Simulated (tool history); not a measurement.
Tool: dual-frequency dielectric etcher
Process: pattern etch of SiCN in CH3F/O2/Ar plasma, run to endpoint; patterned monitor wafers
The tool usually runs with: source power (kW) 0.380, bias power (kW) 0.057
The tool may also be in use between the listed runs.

run,hour,source power (kW),bias power (kW),"incoming incoming film thickness, nm",endpoint time (s)
1,0.0,0.380,0.057,6.69,21.1
2,14.1,0.380,0.057,6.71,21.3
3,28.9,0.380,0.057,6.71,21.3
4,44.3,0.310,0.057,6.59,22.4
5,51.8,0.380,0.057,6.70,21.2
6,64.4,0.380,0.057,6.62,21.1
7,75.7,0.380,0.057,6.70,21.4
8,92.9,0.380,0.057,6.66,21.2
9,108.0,0.380,0.057,6.72,21.5
# hour 119.4: source power generator calibrated
10,119.9,0.380,0.057,6.74,21.8
11,122.8,0.380,0.057,6.67,21.3
12,129.6,0.380,0.057,6.72,21.5
# hour 174.3: wet clean of the chamber
13,174.8,0.380,0.057,6.76,20.6
14,175.1,0.420,0.057,6.69,19.8
15,177.4,0.380,0.057,6.68,20.4
16,200.7,0.310,0.049,6.64,22.6
17,214.7,0.290,0.049,6.71,23.4
# hour 239.6: bias power generator calibrated
# hour 257.5: upper electrode replaced
18,258.0,0.380,0.057,6.69,20.7
19,271.7,0.300,0.057,6.72,22.2
20,282.8,0.380,0.057,6.74,20.7
21,290.9,0.380,0.057,6.68,20.7
22,308.8,0.380,0.057,6.67,20.5
23,326.8,0.470,0.066,6.77,18.9
24,338.5,0.290,0.050,6.69,23.5
25,355.4,0.410,0.062,6.66,19.7
26,369.8,0.340,0.071,6.78,20.6
27,387.0,0.290,0.068,6.72,21.7
28,397.7,0.410,0.051,6.69,20.9

What was the tool's hidden state at every run in the log?
source power that arrives over what is set, %: 0, the same for each run
bias power that arrives over what is set, %: 0, the same for each run
H1: etch rate over this chamber's usual, %
run,H1
1,-3.79
2,-3.93
3,-4.07
4,-4.22
5,-4.29
6,-4.41
7,-4.52
8,-4.69
9,-4.84
10,-4.95
11,-4.98
12,-5.04
13,-0.15
14,-0.153
15,-0.175
16,-0.4
17,-0.535
18,-0.953
19,-1.09
20,-1.19
21,-1.27
22,-1.44
23,-1.62
24,-1.73
25,-1.89
26,-2.03
27,-2.2
28,-2.3
